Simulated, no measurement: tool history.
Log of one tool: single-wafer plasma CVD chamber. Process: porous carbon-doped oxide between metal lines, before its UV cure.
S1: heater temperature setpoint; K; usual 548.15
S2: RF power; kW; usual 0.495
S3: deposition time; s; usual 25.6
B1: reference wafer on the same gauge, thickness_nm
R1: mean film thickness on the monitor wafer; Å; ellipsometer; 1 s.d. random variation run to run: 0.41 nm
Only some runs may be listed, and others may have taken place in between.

run     day      S1     S2    S3       B1       R1
  1       0  557.15  0.495  25.6  185.045  1474.38
  2   1.679  557.15  0.495  25.6  184.975  1462.29
  3   3.996  557.15  0.495  25.6  184.971  1468.11
      5.108  -- gauge calibrated
  4   5.508  548.15  0.495  22.5  185.052  1362.02
  5    11.7  548.15  0.495  25.6  184.901  1538.82
  6  13.671  548.15  0.495  25.6  184.958  1534.81
  7  15.175  548.15  0.495  25.6  184.951   1535.2
     16.583  -- RF generator calibrated
  8  16.604  548.15  0.555  28.5  185.146  2032.66
  9  17.571  548.15  0.495  25.6  184.863  1643.77
 10  20.496  548.15  0.495  25.6  184.886  1642.34
 11  21.833  548.15  0.495  25.6  185.189  1643.74
     23.467  -- thermocouple changed; heater temperature recalibrated
 12  23.488  548.15  0.545  25.6  185.059  1791.22
 13  25.383  539.15  0.575  22.3  185.044   1744.4
 14  27.867  534.15  0.495  25.6  185.141  1795.01
     30.554  -- showerhead replaced
 15  30.575  548.15  0.495  25.6   184.87  1636.04
 16  32.062  548.15  0.495  21.8   184.89  1402.78
 17  34.158  548.15  0.495  25.6  184.818  1633.17
     36.367  -- gauge calibrated
 18   36.75  563.15   0.54  21.5  185.073     1370
 19  38.692  548.15   0.54  27.8  184.922  1916.97
 20  41.204  557.15   0.44  21.6  185.057  1156.09
 21  42.238  548.15  0.495  25.6  184.775  1634.19
 22  45.192  533.15  0.565  29.7  184.911  2357.44
 23  47.958  544.15  0.495  25.6  184.809  1672.82
 24  50.396  548.15  0.495  25.6  185.084  1632.13
 25  51.958  540.15   0.47  25.6  185.035  1637.87

Branching from run 25: 3 alternative next runs. What would each branch give?
  A  51.975  548.15  0.495  25.6   ?   ?
  B  51.975  552.15  0.585  22.5   ?   ?
  C  51.975  548.15  0.495    24   ?   ?

run       B1       R1
  A  184.903  1627.93
  B  184.903  1634.12
  C  184.903  1529.42
Without the tool's unlogged condition, the same runs would have read:
run       R1
  A  1639.22
  B  1645.05
  C  1540.03

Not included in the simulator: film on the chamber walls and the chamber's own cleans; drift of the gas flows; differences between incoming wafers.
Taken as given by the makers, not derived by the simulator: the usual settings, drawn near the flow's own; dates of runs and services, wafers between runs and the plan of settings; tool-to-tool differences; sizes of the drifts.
